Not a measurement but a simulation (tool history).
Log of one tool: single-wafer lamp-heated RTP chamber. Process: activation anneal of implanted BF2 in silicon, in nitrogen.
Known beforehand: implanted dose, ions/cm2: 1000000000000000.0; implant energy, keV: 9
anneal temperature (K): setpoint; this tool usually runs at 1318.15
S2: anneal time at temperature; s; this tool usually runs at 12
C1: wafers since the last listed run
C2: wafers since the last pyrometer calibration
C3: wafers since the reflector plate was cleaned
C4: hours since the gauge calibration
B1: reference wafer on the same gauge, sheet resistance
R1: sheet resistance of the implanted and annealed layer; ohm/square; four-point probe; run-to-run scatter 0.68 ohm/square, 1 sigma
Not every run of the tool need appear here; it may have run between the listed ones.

Run 1, day 0: usual settings but S2 16 s; C1 0; C2 7502; C3 11537; C4 71; B1 224.84. Result: R1 181.67 ohm/square.
Run 2, day 0.738: usual settings but S2 16 s; C1 467; C2 7969; C3 12004; C4 88.7; B1 225.02. Result: R1 182.73 ohm/square.
Run 3, day 1.317: usual settings; C1 366; C2 8335; C3 12371; C4 102.6; B1 224.96. Result: R1 190.03 ohm/square.
Run 4, day 1.883: usual settings; C1 358; C2 8694; C3 12729; C4 116.2; B1 224.93. Result: R1 188.41 ohm/square.
Run 5, day 2.629: usual settings; C1 472; C2 9167; C3 13202; C4 134.1; B1 225.07. Result: R1 189.4 ohm/square.
At day 3.325: pyrometer window cleaned and pyrometer calibrated.
Run 6, day 3.346: usual settings; C1 242; C2 12; C3 13445; C4 151.3; B1 224.92. Result: R1 195.07 ohm/square.
Run 7, day 3.517: usual settings; C1 108; C2 120; C3 13553; C4 155.4; B1 225.27. Result: R1 195.01 ohm/square.
Run 8, day 3.775: usual settings; C1 163; C2 284; C3 13716; C4 161.6; B1 224.94. Result: R1 195.39 ohm/square.
Run 9, day 4.05: usual settings but anneal temperature (K) 1293.15; C1 174; C2 458; C3 13890; C4 168.2; B1 225.1. Result: R1 231.89 ohm/square.
At day 4.492: gauge calibrated.
At day 5.029: reflector plate cleaned.
Run 10, day 5.05: usual settings but anneal temperature (K) 1306.15, S2 9 s; C1 422; C2 880; C3 13; C4 13.4; B1 224.98. Result: R1 233.61 ohm/square.
Run 11, day 5.388: usual settings but anneal temperature (K) 1310.15, S2 15 s; C1 213; C2 1094; C3 227; C4 21.5; B1 225.42. Result: R1 204.55 ohm/square.
Run 12, day 5.879: usual settings but anneal temperature (K) 1289.15; C1 311; C2 1405; C3 538; C4 33.3; B1 225.26. Result: R1 252.51 ohm/square.
Run 13, day 6.433: usual settings; C1 350; C2 1756; C3 889; C4 46.6; B1 225.04. Result: R1 199.06 ohm/square.
Run 14, day 6.921: usual settings but anneal temperature (K) 1299.15, S2 6 s; C1 308; C2 2065; C3 1198; C4 58.3; B1 225.34. Result: R1 268.75 ohm/square.

Here are 4 independent what-if runs from the current tool condition. What would each one return?
Run A, day 6.938: usual settings but anneal temperature (K) 1292.15; C1 10; C2 2075; C3 1209; C4 58.7; B1 ?. Result: R1 ?.
Run B, day 6.938: usual settings but anneal temperature (K) 1338.15, S2 7 s; C1 10; C2 2075; C3 1209; C4 58.7; B1 ?. Result: R1 ?.
Run C, day 6.938: usual settings but S2 6 s; C1 10; C2 2075; C3 1209; C4 58.7; B1 ?. Result: R1 ?.
Run D, day 6.938: usual settings but anneal temperature (K) 1292.15, S2 14 s; C1 10; C2 2075; C3 1209; C4 58.7; B1 ?. Result: R1 ?.

run      B1      R1
  A  224.73  243.08
  B  224.73  197.63
  C  224.73  231.56
  D  224.73   234.3
The same runs, with their run-to-run variation unchanged, on a tool lacking any hidden condition would have given:
run      R1
  A  254.83
  B  203.75
  C  241.21
  D  245.33

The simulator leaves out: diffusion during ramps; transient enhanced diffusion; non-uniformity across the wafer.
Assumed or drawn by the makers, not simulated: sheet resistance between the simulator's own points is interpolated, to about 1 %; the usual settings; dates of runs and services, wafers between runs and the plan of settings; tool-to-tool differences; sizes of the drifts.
